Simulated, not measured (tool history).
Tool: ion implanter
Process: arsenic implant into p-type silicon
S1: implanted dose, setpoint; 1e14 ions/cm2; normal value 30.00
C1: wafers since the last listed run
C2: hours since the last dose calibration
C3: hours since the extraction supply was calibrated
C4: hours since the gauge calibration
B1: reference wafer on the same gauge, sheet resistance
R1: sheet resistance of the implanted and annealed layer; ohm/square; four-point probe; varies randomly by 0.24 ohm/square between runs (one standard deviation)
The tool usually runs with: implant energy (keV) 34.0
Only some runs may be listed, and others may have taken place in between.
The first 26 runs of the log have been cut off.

run 27 hour=2281.1 | S1=33.57 implant_energy_(keV)=31.0 | C1=1268 C2=417.9 C3=1001.2 C4=4677.4 | B1=82.84 | R1=82.07
run 28 hour=2359.8 | S1=36.14 implant_energy_(keV)=30.0 | C1=1398 C2=496.6 C3=1079.9 C4=4756.1 | B1=82.84 | R1=82.18
-- hour=2395.1 gauge calibrated
run 29 hour=2675.9 | S1=30.00 implant_energy_(keV)=34.0 | C1=5617 C2=812.7 C3=1396.0 C4=280.8 | B1=82.88 | R1=78.77
run 30 hour=2736.4 | S1=24.25 implant_energy_(keV)=23.5 | C1=1075 C2=873.2 C3=1456.5 C4=341.3 | B1=82.89 | R1=95.89
run 31 hour=2788.1 | S1=30.00 implant_energy_(keV)=34.0 | C1=918 C2=924.9 C3=1508.2 C4=393.0 | B1=82.88 | R1=79.10
-- hour=2796.9 Faraday cup replaced and dose calibrated
run 32 hour=2983.0 | S1=35.38 implant_energy_(keV)=39.5 | C1=3321 C2=186.1 C3=1703.1 C4=587.9 | B1=82.91 | R1=71.59
run 33 hour=3051.3 | S1=30.00 implant_energy_(keV)=34.0 | C1=1213 C2=254.4 C3=1771.4 C4=656.2 | B1=82.94 | R1=79.37
run 34 hour=3149.9 | S1=22.17 implant_energy_(keV)=42.5 | C1=1752 C2=353.0 C3=1870.0 C4=754.8 | B1=82.91 | R1=75.02
run 35 hour=3217.5 | S1=30.00 implant_energy_(keV)=34.0 | C1=1201 C2=420.6 C3=1937.6 C4=822.4 | B1=82.85 | R1=78.93
run 36 hour=3421.1 | S1=24.14 implant_energy_(keV)=45.0 | C1=3618 C2=624.2 C3=2141.2 C4=1026.0 | B1=82.90 | R1=71.69
run 37 hour=3507.9 | S1=24.25 implant_energy_(keV)=39.0 | C1=1542 C2=711.0 C3=2228.0 C4=1112.8 | B1=82.87 | R1=76.34
-- hour=3560.3 extraction supply calibrated
run 38 hour=3561.3 | S1=30.00 implant_energy_(keV)=37.0 | C1=806 C2=764.4 C3=1.0 C4=1166.2 | B1=82.91 | R1=76.92

Below are 3 alternative next runs, each starting from the tool's condition after run 38. Predict each:
run A hour=3561.7 | S1=30.00 implant_energy_(keV)=44.0 | C1=7 C2=764.8 C3=1.4 C4=1166.6 | B1=? | R1=?
run B hour=3561.7 | S1=25.58 implant_energy_(keV)=43.0 | C1=7 C2=764.8 C3=1.4 C4=1166.6 | B1=? | R1=?
run C hour=3561.7 | S1=24.59 implant_energy_(keV)=43.5 | C1=7 C2=764.8 C3=1.4 C4=1166.6 | B1=? | R1=?

run=A B1=82.88 R1=69.79
run=B B1=82.88 R1=72.75
run=C B1=82.88 R1=72.97
The same runs, with their run-to-run variation unchanged, on a tool lacking any hidden condition would have given:
run=A R1=69.85
run=B R1=72.81
run=C R1=73.02
